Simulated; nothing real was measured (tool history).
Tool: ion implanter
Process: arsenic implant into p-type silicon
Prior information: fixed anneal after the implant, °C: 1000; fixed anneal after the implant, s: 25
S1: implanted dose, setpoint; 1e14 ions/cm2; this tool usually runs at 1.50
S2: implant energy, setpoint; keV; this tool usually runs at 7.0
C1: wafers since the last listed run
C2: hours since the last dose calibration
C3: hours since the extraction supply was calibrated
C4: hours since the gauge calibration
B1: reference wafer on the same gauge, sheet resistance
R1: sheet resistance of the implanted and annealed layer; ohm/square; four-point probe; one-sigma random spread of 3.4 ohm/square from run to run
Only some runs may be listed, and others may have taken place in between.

run 1 hour=0.0 | S1=1.50 S2=7.0 | C1=0 C2=294.7 C3=3044.6 C4=2300.1 | B1=494.62 | R1=603.04
run 2 hour=58.3 | S1=1.69 S2=7.0 | C1=1316 C2=353.0 C3=3102.9 C4=2358.4 | B1=494.26 | R1=543.84
run 3 hour=123.2 | S1=1.69 S2=7.0 | C1=1464 C2=417.9 C3=3167.8 C4=2423.3 | B1=493.37 | R1=557.77
run 4 hour=164.7 | S1=1.65 S2=5.5 | C1=936 C2=459.4 C3=3209.3 C4=2464.8 | B1=493.81 | R1=577.27
-- hour=220.6 Faraday cup replaced and dose calibrated
run 5 hour=256.5 | S1=1.65 S2=5.5 | C1=1891 C2=35.9 C3=3301.1 C4=2556.6 | B1=493.43 | R1=571.34
run 6 hour=343.2 | S1=1.50 S2=5.5 | C1=1957 C2=122.6 C3=3387.8 C4=2643.3 | B1=494.13 | R1=616.69
run 7 hour=385.8 | S1=1.50 S2=5.5 | C1=961 C2=165.2 C3=3430.4 C4=2685.9 | B1=493.62 | R1=619.53
run 8 hour=422.8 | S1=1.50 S2=5.5 | C1=835 C2=202.2 C3=3467.4 C4=2722.9 | B1=493.65 | R1=616.66
run 9 hour=497.1 | S1=1.50 S2=7.0 | C1=1677 C2=276.5 C3=3541.7 C4=2797.2 | B1=493.38 | R1=600.31
run 10 hour=600.4 | S1=1.50 S2=6.5 | C1=2331 C2=379.8 C3=3645.0 C4=2900.5 | B1=494.10 | R1=608.55
run 11 hour=654.4 | S1=1.50 S2=6.5 | C1=1218 C2=433.8 C3=3699.0 C4=2954.5 | B1=493.67 | R1=614.66
run 12 hour=741.1 | S1=1.50 S2=6.5 | C1=1957 C2=520.5 C3=3785.7 C4=3041.2 | B1=493.69 | R1=618.15
-- hour=779.1 Faraday cup replaced and dose calibrated
run 13 hour=779.8 | S1=1.50 S2=7.0 | C1=692 C2=0.7 C3=3824.4 C4=3079.9 | B1=494.45 | R1=606.60
run 14 hour=866.4 | S1=1.50 S2=6.0 | C1=1954 C2=87.3 C3=3911.0 C4=3166.5 | B1=493.68 | R1=605.90
run 15 hour=953.4 | S1=1.50 S2=6.0 | C1=1963 C2=174.3 C3=3998.0 C4=3253.5 | B1=493.89 | R1=611.55
run 16 hour=1030.0 | S1=1.50 S2=6.0 | C1=1729 C2=250.9 C3=4074.6 C4=3330.1 | B1=494.29 | R1=611.15
-- hour=1060.9 extraction supply calibrated
run 17 hour=1087.1 | S1=1.50 S2=7.0 | C1=1108 C2=308.0 C3=26.2 C4=3387.2 | B1=493.59 | R1=608.07
-- hour=1108.0 gauge calibrated
run 18 hour=1137.4 | S1=1.50 S2=7.0 | C1=1135 C2=358.3 C3=76.5 C4=29.4 | B1=493.75 | R1=603.44
run 19 hour=1214.9 | S1=1.65 S2=9.5 | C1=1749 C2=435.8 C3=154.0 C4=106.9 | B1=494.28 | R1=546.50
run 20 hour=1295.8 | S1=1.84 S2=9.5 | C1=1826 C2=516.7 C3=234.9 C4=187.8 | B1=494.12 | R1=501.43
-- hour=1340.5 Faraday cup replaced and dose calibrated
run 21 hour=1397.5 | S1=1.50 S2=7.0 | C1=2115 C2=57.0 C3=336.6 C4=289.5 | B1=493.29 | R1=612.66
run 22 hour=1583.6 | S1=1.85 S2=9.5 | C1=4200 C2=243.1 C3=522.7 C4=475.6 | B1=494.34 | R1=502.08
run 23 hour=1643.7 | S1=1.37 S2=7.5 | C1=1356 C2=303.2 C3=582.8 C4=535.7 | B1=494.36 | R1=646.10
run 24 hour=1745.2 | S1=1.50 S2=7.0 | C1=2291 C2=404.7 C3=684.3 C4=637.2 | B1=494.61 | R1=607.86
run 25 hour=1819.2 | S1=1.08 S2=8.0 | C1=1670 C2=478.7 C3=758.3 C4=711.2 | B1=493.38 | R1=770.93
-- hour=1887.0 Faraday cup replaced and dose calibrated
run 26 hour=1898.3 | S1=1.37 S2=6.0 | C1=1604 C2=11.3 C3=837.4 C4=790.3 | B1=494.60 | R1=659.54
run 27 hour=1942.8 | S1=1.19 S2=7.0 | C1=1004 C2=55.8 C3=881.9 C4=834.8 | B1=494.56 | R1=725.07
run 28 hour=2046.8 | S1=1.84 S2=6.5 | C1=2347 C2=159.8 C3=985.9 C4=938.8 | B1=494.48 | R1=521.58
run 29 hour=2115.8 | S1=1.35 S2=7.0 | C1=1557 C2=228.8 C3=1054.9 C4=1007.8 | B1=494.13 | R1=656.20
run 30 hour=2154.5 | S1=1.88 S2=8.0 | C1=873 C2=267.5 C3=1093.6 C4=1046.5 | B1=493.69 | R1=501.94
run 31 hour=2248.1 | S1=1.50 S2=7.0 | C1=2112 C2=361.1 C3=1187.2 C4=1140.1 | B1=493.95 | R1=600.20
run 32 hour=2319.5 | S1=1.15 S2=9.0 | C1=1611 C2=432.5 C3=1258.6 C4=1211.5 | B1=495.01 | R1=722.61
run 33 hour=2366.0 | S1=1.86 S2=5.5 | C1=1049 C2=479.0 C3=1305.1 C4=1258.0 | B1=494.06 | R1=526.78
-- hour=2418.8 Faraday cup replaced and dose calibrated
run 34 hour=2465.3 | S1=1.29 S2=7.0 | C1=2060 C2=46.5 C3=1404.4 C4=1357.3 | B1=495.24 | R1=686.89
run 35 hour=2505.1 | S1=1.37 S2=9.0 | C1=898 C2=86.3 C3=1444.2 C4=1397.1 | B1=493.98 | R1=629.81
run 36 hour=2580.1 | S1=1.50 S2=7.0 | C1=1692 C2=161.3 C3=1519.2 C4=1472.1 | B1=493.02 | R1=601.72
run 37 hour=2661.9 | S1=1.93 S2=8.0 | C1=1846 C2=243.1 C3=1601.0 C4=1553.9 | B1=493.55 | R1=486.64

Hidden condition of the tool, last listed run before each entry between runs versus first listed run after:
Logged between run 4 and run 5: Faraday cup replaced and dose calibrated (hour 220.6)
  no difference in the tool's unlogged condition between these two runs
Logged between run 12 and run 13: Faraday cup replaced and dose calibrated (hour 779.1)
  no difference in the tool's unlogged condition between these two runs
Logged between run 16 and run 17: extraction supply calibrated (hour 1060.9)
  no difference in the tool's unlogged condition between these two runs
Logged between run 17 and run 18: gauge calibrated (hour 1108.0)
  no difference in the tool's unlogged condition between these two runs
Logged between run 20 and run 21: Faraday cup replaced and dose calibrated (hour 1340.5)
  no difference in the tool's unlogged condition between these two runs
Logged between run 25 and run 26: Faraday cup replaced and dose calibrated (hour 1887.0)
  no difference in the tool's unlogged condition between these two runs
Logged between run 33 and run 34: Faraday cup replaced and dose calibrated (hour 2418.8)
  no difference in the tool's unlogged condition between these two runs
